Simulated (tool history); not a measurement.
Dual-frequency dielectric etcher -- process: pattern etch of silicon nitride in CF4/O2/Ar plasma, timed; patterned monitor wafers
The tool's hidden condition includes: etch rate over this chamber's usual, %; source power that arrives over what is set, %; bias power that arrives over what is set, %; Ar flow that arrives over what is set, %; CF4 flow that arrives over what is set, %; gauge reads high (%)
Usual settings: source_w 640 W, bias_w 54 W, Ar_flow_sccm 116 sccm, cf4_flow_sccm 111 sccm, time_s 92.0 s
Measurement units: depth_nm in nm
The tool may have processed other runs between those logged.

run,day,source_w,bias_w,Ar_flow_sccm,cf4_flow_sccm,time_s,wafers since the last listed run,hours since the last wet clean,hours since the last source power generator calibration,hours since the last bias power generator calibration,hours since the last Ar flow controller change,hours since the last CF4 flow controller change,hours since the last upper electrode change,hours since the gauge calibration,"read-back reference wafer on the same gauge, depth_nm",depth_nm
1,0.000,640,54,116,111,92.0,0,527.0,2303.1,0.5,2324.8,1717.1,2521.2,441.9,230.2,225.7
2,0.496,640,54,116,111,92.0,167,538.9,2315.0,12.4,2336.7,1729.0,2533.1,453.8,230.0,228.1
3,1.112,640,54,116,111,92.0,207,553.7,2329.8,27.2,2351.5,1743.8,2547.9,468.6,230.0,228.3
4,2.042,640,54,116,111,92.0,313,576.0,2352.1,49.5,2373.8,1766.1,2570.2,490.9,230.6,226.4
# day 3.317: Ar flow controller replaced
# day 3.958: wet clean of the chamber
5,3.979,640,54,116,111,92.0,352,0.5,2398.6,96.0,15.9,1812.6,2616.7,537.4,230.0,226.7
6,4.283,640,54,116,111,92.0,102,7.8,2405.9,103.3,23.2,1819.9,2624.0,544.7,230.0,229.1
7,5.158,640,54,116,111,92.0,295,28.8,2426.9,124.3,44.2,1840.9,2645.0,565.7,229.9,225.7
8,5.700,640,54,116,111,92.0,182,41.8,2439.9,137.3,57.2,1853.9,2658.0,578.7,230.7,226.9
9,6.225,590,54,116,84,79.5,177,54.4,2452.5,149.9,69.8,1866.5,2670.6,591.3,231.0,176.1
# day 6.321: gauge calibrated
10,7.475,640,54,100,111,92.0,421,84.4,2482.5,179.9,99.8,1896.5,2700.6,27.7,229.7,231.6
# day 9.133: upper electrode replaced
11,9.154,640,42,116,111,92.0,229,124.7,2522.8,220.2,140.1,1936.8,0.5,68.0,230.0,203.7
12,9.575,640,64,135,124,73.5,141,134.8,2532.9,230.3,150.2,1946.9,10.6,78.1,229.5,191.4
13,10.129,640,54,116,111,92.0,186,148.1,2546.2,243.6,163.5,1960.2,23.9,91.4,229.9,225.2
14,11.321,640,54,116,111,92.0,401,176.7,2574.8,272.2,192.1,1988.8,52.5,120.0,230.2,224.9
# day 11.542: source power generator calibrated
# day 11.654: CF4 flow controller replaced
15,15.625,590,54,116,84,79.5,1356,280.0,98.0,375.5,295.4,95.3,155.8,223.3,229.5,175.8
16,16.638,640,45,116,92,118.0,341,304.3,122.3,399.8,319.7,119.6,180.1,247.6,230.3,262.4
17,17.442,640,54,116,111,76.0,271,323.6,141.6,419.1,339.0,138.9,199.4,266.9,230.4,186.3
18,18.267,640,45,116,126,111.5,278,343.4,161.4,438.9,358.8,158.7,219.2,286.7,229.9,262.5
19,19.262,640,67,116,111,92.0,335,367.3,185.3,462.8,382.7,182.6,243.1,310.6,230.0,245.1
20,19.950,570,54,124,136,99.5,231,383.8,201.8,479.3,399.2,199.1,259.6,327.1,230.6,224.8

Below are 5 alternative next runs, each starting from the tool's condition after run 20. Predict each:
A,19.967,640,54,116,111,92.0,5,384.2,202.2,479.7,399.6,199.5,260.0,327.5,?,?
B,19.967,640,54,130,111,92.0,5,384.2,202.2,479.7,399.6,199.5,260.0,327.5,?,?
C,19.967,640,67,139,111,92.0,5,384.2,202.2,479.7,399.6,199.5,260.0,327.5,?,?
D,19.967,640,54,135,111,92.0,5,384.2,202.2,479.7,399.6,199.5,260.0,327.5,?,?
E,19.967,680,42,116,111,92.0,5,384.2,202.2,479.7,399.6,199.5,260.0,327.5,?,?

run,"read-back reference wafer on the same gauge, depth_nm",depth_nm
A,230.3,224.8
B,230.3,221.4
C,230.3,239.4
D,230.3,220.3
E,230.3,214.5
Stripped of hidden state, with their random variation kept, the same runs would have yielded:
run,depth_nm
A,224.8
B,221.4
C,239.4
D,220.3
E,214.5

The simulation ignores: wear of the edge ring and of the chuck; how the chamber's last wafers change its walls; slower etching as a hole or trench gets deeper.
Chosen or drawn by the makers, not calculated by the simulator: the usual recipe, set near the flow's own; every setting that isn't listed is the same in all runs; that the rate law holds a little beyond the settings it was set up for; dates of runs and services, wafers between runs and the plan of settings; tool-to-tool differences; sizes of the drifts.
